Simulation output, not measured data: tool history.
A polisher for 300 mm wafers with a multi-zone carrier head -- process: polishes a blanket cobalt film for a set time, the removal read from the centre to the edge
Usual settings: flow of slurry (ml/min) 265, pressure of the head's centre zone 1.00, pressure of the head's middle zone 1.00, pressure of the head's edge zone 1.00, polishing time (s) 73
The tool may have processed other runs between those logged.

| run | hour | flow of slurry (ml/min) | pressure of the head's centre zone | pressure of the head's middle zone | pressure of the head's edge zone | polishing time (s) | incoming thickness of the incoming film, nm | film removed at the wafer's centre (Å) | film removed at mid-radius (Å) | film removed at the wafer's edge (Å) |
|---|---|---|---|---|---|---|---|---|---|---|
| 1 | 0.0 | 265 | 1.00 | 1.00 | 1.00 | 73 | 1102.5 | 3718 | 4038 | 4045 |
| 2 | 67.5 | 265 | 1.00 | 1.04 | 1.00 | 53 | 1106.7 | 2688 | 3012 | 2967 |
|  | 76.7 | centre zone pressure recalibrated |
| 3 | 175.2 | 265 | 1.11 | 1.00 | 1.00 | 81 | 1093.1 | 4940 | 4409 | 4540 |
| 4 | 240.5 | 265 | 1.00 | 1.00 | 1.00 | 73 | 1120.2 | 3932 | 3990 | 4000 |
|  | 244.2 | slurry nozzle cleaned |
| 5 | 285.5 | 180 | 1.00 | 1.05 | 1.00 | 47 | 1104.6 | 2369 | 2503 | 2449 |
| 6 | 331.1 | 345 | 0.89 | 1.00 | 1.00 | 73 | 1110.2 | 3591 | 4070 | 4023 |
|  | 361.7 | worn pad replaced by a new one |
| 7 | 432.7 | 335 | 0.92 | 1.00 | 1.00 | 73 | 1106.5 | 3840 | 4250 | 4197 |
| 8 | 503.4 | 265 | 1.00 | 1.00 | 1.00 | 73 | 1099.8 | 4042 | 4130 | 4245 |
| 9 | 608.6 | 265 | 1.00 | 1.00 | 1.07 | 73 | 1085.9 | 3948 | 4074 | 4354 |
| 10 | 678.3 | 265 | 1.00 | 1.00 | 1.00 | 73 | 1118.7 | 3861 | 4083 | 4108 |
|  | 682.7 | edge zone pressure recalibrated |
| 11 | 766.2 | 265 | 1.00 | 0.89 | 1.00 | 88 | 1112.1 | 4502 | 4351 | 5024 |
| 12 | 813.0 | 265 | 1.00 | 1.00 | 1.00 | 73 | 1099.8 | 3758 | 3988 | 4121 |
| 13 | 863.6 | 265 | 1.11 | 1.00 | 1.00 | 81 | 1102.6 | 4560 | 4441 | 4447 |
|  | 881.9 | centre zone pressure recalibrated |
| 14 | 937.3 | 265 | 1.00 | 0.93 | 1.07 | 73 | 1118.0 | 3960 | 3775 | 4133 |
| 15 | 977.0 | 185 | 1.08 | 1.00 | 0.96 | 66 | 1123.3 | 3635 | 3384 | 3280 |
|  | 1004.0 | slurry nozzle cleaned |
|  | 1017.6 | worn pad replaced by a new one |
| 16 | 1051.8 | 265 | 1.00 | 1.00 | 1.00 | 73 | 1098.3 | 4148 | 4156 | 4125 |
| 17 | 1179.0 | 265 | 1.11 | 1.00 | 1.00 | 90 | 1095.8 | 5562 | 4974 | 4997 |
|  | 1194.0 | carrier head's membrane replaced by a new one |
| 18 | 1272.5 | 265 | 1.00 | 1.00 | 1.00 | 73 | 1102.8 | 4057 | 4104 | 4163 |
| 19 | 1342.4 | 355 | 1.00 | 0.91 | 0.92 | 47 | 1089.0 | 2642 | 2501 | 2602 |
| 20 | 1408.2 | 265 | 1.00 | 0.96 | 1.00 | 73 | 1115.7 | 3870 | 3910 | 4010 |
| 21 | 1448.3 | 340 | 1.00 | 1.00 | 1.05 | 73 | 1103.0 | 4003 | 4095 | 4288 |
| 22 | 1522.0 | 190 | 1.00 | 1.00 | 1.00 | 73 | 1097.4 | 3624 | 3784 | 3891 |

Here are 4 independent what-if runs from the current tool condition. What would each one return?
| A | 1522.4 | 265 | 1.00 | 1.00 | 1.00 | 73 | 1123.7 | ? | ? | ? |
| B | 1522.4 | 335 | 1.04 | 1.00 | 1.00 | 66 | 1123.7 | ? | ? | ? |
| C | 1522.4 | 300 | 1.00 | 1.00 | 1.07 | 88 | 1123.7 | ? | ? | ? |
| D | 1522.4 | 220 | 1.08 | 1.00 | 1.00 | 73 | 1123.7 | ? | ? | ? |

| run | film removed at the wafer's centre (Å) | film removed at mid-radius (Å) | film removed at the wafer's edge (Å) |
|---|---|---|---|
| A | 3821 | 4064 | 4028 |
| B | 3694 | 3765 | 3711 |
| C | 4678 | 4967 | 5073 |
| D | 4017 | 3961 | 3953 |
Without the tool's hidden state the same runs would have given:
| run | film removed at the wafer's centre (Å) | film removed at mid-radius (Å) | film removed at the wafer's edge (Å) |
|---|---|---|---|
| A | 4193 | 4258 | 4222 |
| B | 4053 | 3946 | 3890 |
| C | 5133 | 5205 | 5317 |
| D | 4406 | 4151 | 4143 |

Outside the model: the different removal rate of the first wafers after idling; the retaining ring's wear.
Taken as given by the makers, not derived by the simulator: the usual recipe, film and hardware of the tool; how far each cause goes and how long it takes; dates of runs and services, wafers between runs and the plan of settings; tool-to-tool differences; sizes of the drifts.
